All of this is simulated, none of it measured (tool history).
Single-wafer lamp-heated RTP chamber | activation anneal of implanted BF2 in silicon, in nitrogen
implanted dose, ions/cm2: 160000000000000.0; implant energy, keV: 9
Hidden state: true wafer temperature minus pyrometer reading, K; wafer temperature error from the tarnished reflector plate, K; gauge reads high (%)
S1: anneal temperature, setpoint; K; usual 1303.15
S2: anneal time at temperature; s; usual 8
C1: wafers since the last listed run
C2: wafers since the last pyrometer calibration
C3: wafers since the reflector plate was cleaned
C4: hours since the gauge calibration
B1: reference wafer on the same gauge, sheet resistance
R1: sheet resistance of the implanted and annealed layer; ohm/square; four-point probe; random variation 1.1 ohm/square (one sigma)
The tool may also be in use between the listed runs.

run   hour       S1  S2    C1    C2    C3     C4      B1      R1
  1      0  1303.15   8     0  4458  1762  462.6  627.91  747.75
  2   16.3  1279.15   8   188  4647  1951  478.9  627.63  754.86
  3   43.9  1279.15   8   319  4967  2270  506.5  627.78   754.6
  4   60.4  1279.15   8   191  5158  2462    523  628.19  753.02
  5   77.5  1303.15   8   198  5356  2660  540.1  628.03  747.79
     102.4  -- pyrometer window cleaned and pyrometer calibrated
  6  112.3  1303.15   8   310   114  2970  574.9  628.53   749.1
  7  142.4  1303.15   8   348   463  3319    605  628.32  751.63
  8    175  1303.15   8   377   841  3697  637.6  628.25   750.1
  9  195.8  1303.15   8   240  1082  3938  658.4  628.18  751.55
 10    208  1303.15   8   141  1223  4079  670.6  627.59  749.07
 11  236.4  1303.15   8   329  1552  4408    699     628  748.84
 12  256.8  1303.15   8   236  1789  4645  719.4  627.74  748.98
     305.2  -- gauge calibrated
 13  317.5  1303.15   8   703  2492  5348   12.3  628.09  750.68
 14  331.1  1303.15   8   157  2649  5505   25.9  628.13  748.71
 15  354.9  1313.15   5   275  2925  5781   49.7  628.36  753.25
 16  386.3  1303.15   8   363  3289  6145   81.1   627.9   749.7
     403.1  -- reflector plate cleaned
 17  490.9  1303.15   8  1119  4408  1017  185.7  628.08  745.53
 18  512.7  1332.15   6   252  4661  1270  207.5  627.86  743.14
 19  525.7  1280.15  11   150  4811  1420  220.5   628.1  749.66
 20  560.2  1303.15   8   399  5211  1820    255  628.33  745.26
 21  596.7  1303.15   8   422  5634  2243  291.5  628.12  746.47
     614.2  -- pyrometer window cleaned and pyrometer calibrated
 22  617.1  1330.15  11   143    34  2387  311.9  627.88  735.92
 23  704.5  1326.15   8  1012  1046  3399  399.3  627.76  742.03
 24  717.6  1303.15   8   151  1198  3551  412.4  628.63  750.96
 25  744.7  1324.15  12   313  1512  3865  439.5  627.67   733.6
 26  779.1  1303.15   8   398  1911  4264  473.9  628.44  748.54
 27  798.7  1330.15  12   227  2138  4491  493.5   627.8  728.15
 28    819  1290.15  10   235  2373  4726  513.8  627.98  749.52

Forecast each of these 4 alternatives for the next run:
  A  819.4  1303.15  10   4  2378  4730  514.2   ?   ?
  B  819.4  1319.15   4   4  2378  4730  514.2   ?   ?
  C  819.4  1332.15  12   4  2378  4730  514.2   ?   ?
  D  819.4  1287.15   5   4  2378  4730  514.2   ?   ?

run      B1      R1
  A  627.91  745.63
  B  627.91  756.83
  C  627.91  729.24
  D  627.91  760.14
Without the tool's hidden state the same runs would have given:
run      R1
  A  747.62
  B  757.96
  C  731.85
  D  761.17
